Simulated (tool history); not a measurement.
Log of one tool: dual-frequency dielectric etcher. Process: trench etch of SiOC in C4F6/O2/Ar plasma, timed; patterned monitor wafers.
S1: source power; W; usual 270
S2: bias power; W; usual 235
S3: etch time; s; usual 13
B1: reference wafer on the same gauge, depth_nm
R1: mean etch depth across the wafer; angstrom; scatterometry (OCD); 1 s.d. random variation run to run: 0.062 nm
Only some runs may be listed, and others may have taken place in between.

run	hour	S1	S2	S3	B1	R1
1	0	270	235	13	23.19	249.3
2	9.8	270	235	13	23.19	250.1
# hour 10.4: gauge calibrated
3	17.3	270	235	13	23.22	250.3
4	28	270	253	12	23.2	236.5
5	70.5	270	253	12	23.2	238.2
# hour 94.5: upper electrode replaced
# hour 96.4: source power generator calibrated
6	96.9	270	235	13	23.2	251.8
7	97.2	270	235	13	23.21	251.7
# hour 108.3: bias power generator calibrated
8	110.4	270	235	13	23.21	251.3
9	127.5	270	235	13	23.19	252
10	145.4	270	235	13	23.2	253.5
11	158.4	270	235	13	23.18	253.3
# hour 162.2: gauge calibrated
12	172.2	270	235	13	23.19	253.3
13	184	320	235	13	23.21	264.5
# hour 209.4: wet clean of the chamber
14	209.9	270	235	13	23.18	242.3
15	210.2	300	287	16	23.21	328.9
16	217.4	200	286	11.5	23.21	216.6
17	224.4	240	235	15.5	23.21	283
18	232.9	270	235	13	23.22	244.2
19	247.5	270	217	13	23.23	237.6
20	260.3	270	188	17	23.19	296.3
21	266.3	270	219	13	23.19	239.6

What was the tool's hidden state at every run in the log?
source power that arrives over what is set, %: 0 in every run
bias power that arrives over what is set, %: 0 in every run
gauge reads high (%): 0 in every run
H1: etch rate over this chamber's usual, %
run	H1
1	1.95
2	2.06
3	2.14
4	2.26
5	2.72
6	3.01
7	3.01
8	3.15
9	3.34
10	3.53
11	3.67
12	3.82
13	3.95
14	-0.386
15	-0.383
16	-0.304
17	-0.228
18	-0.136
19	0.0232
20	0.163
21	0.228

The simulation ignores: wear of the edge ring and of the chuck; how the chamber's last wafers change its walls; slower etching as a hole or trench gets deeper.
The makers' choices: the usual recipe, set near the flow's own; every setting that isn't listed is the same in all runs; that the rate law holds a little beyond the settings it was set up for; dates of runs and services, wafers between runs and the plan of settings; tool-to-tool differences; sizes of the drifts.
